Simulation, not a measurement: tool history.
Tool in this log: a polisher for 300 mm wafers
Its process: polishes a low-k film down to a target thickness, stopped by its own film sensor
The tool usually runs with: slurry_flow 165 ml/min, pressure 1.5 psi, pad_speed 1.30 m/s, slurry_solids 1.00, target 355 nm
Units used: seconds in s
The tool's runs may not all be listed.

run,hour,slurry_flow,pressure,pad_speed,slurry_solids,target,wafers since the last listed run,wafers polished on this pad,hours since the slurry nozzle was cleaned,hours since the head pressure was calibrated,hours since the slurry blender was calibrated,hours since the conditioning disc was replaced,"incoming thickness of the incoming film, nm",seconds
1,0.0,165,1.5,1.30,1.00,355,0,1511,206.4,504.0,410.7,104.0,394.3,162.3
# hour 15.8: slurry blender recalibrated
2,50.2,165,1.5,1.30,0.75,355,242,1754,256.6,554.2,34.4,154.2,401.1,210.9
# hour 63.3: worn pad replaced by a new one
3,118.8,165,1.5,1.30,0.75,355,325,279,325.2,622.8,103.0,222.8,400.3,204.2
4,152.5,165,1.5,1.30,0.75,355,169,449,358.9,656.5,136.7,256.5,405.5,234.8
# hour 173.1: head pressure recalibrated
5,198.4,165,1.5,1.30,1.00,355,221,670,404.8,25.3,182.6,302.4,401.3,194.7
6,233.1,165,1.5,1.30,1.00,355,174,845,439.5,60.0,217.3,337.1,399.6,182.7
# hour 288.4: conditioning disc replaced and pad reconditioned, repeated, since the last time left the tool worse
7,296.2,165,1.9,0.98,1.00,355,307,1152,502.6,123.1,280.4,7.8,402.0,145.9
# hour 299.6: slurry nozzle cleaned
8,364.8,195,1.7,1.30,1.00,355,340,1493,65.2,191.7,349.0,76.4,401.4,135.5
# hour 410.7: worn pad replaced by a new one
9,427.4,165,1.5,1.30,0.85,355,295,83,127.8,254.3,411.6,139.0,404.1,175.4
# hour 437.0: slurry blender recalibrated
10,509.7,165,1.8,1.30,1.20,355,404,488,210.1,336.6,72.7,221.3,397.4,122.1
11,537.6,165,1.5,1.30,1.00,364,140,628,238.0,364.5,100.6,249.2,401.0,129.8
12,568.9,165,1.5,1.60,1.20,371,157,786,269.3,395.8,131.9,280.5,400.7,86.2
13,626.6,165,1.5,0.84,1.00,368,290,1077,327.0,453.5,189.6,338.2,401.3,162.8
# hour 634.2: conditioning disc replaced and pad reconditioned
14,672.4,165,1.2,1.52,0.85,366,220,1297,372.8,499.3,235.4,38.2,395.6,103.4
15,732.1,130,1.5,1.52,1.00,355,300,1598,432.5,559.0,295.1,97.9,396.3,124.5
# hour 773.1: slurry blender recalibrated
# hour 802.0: worn pad replaced by a new one
16,807.5,120,1.9,1.30,1.00,355,349,27,507.9,634.4,34.4,173.3,398.3,129.5
# hour 810.0: slurry nozzle cleaned
# hour 843.9: head pressure recalibrated
17,870.9,215,1.3,1.30,0.70,355,304,332,60.9,27.0,97.8,236.7,401.4,195.5
18,930.9,165,1.5,1.30,1.10,339,302,634,120.9,87.0,157.8,296.7,400.3,216.9

Run 19 comes next. What will it give?
# hour 977.7: conditioning disc replaced and pad reconditioned
19,1020.6,165,1.5,1.30,1.00,355,441,1076,210.6,176.7,247.5,42.9,403.3,?

seconds: 151.3 s
On a tool with no hidden condition, and with the same random variation, this run would have come out at seconds 143.7 s.
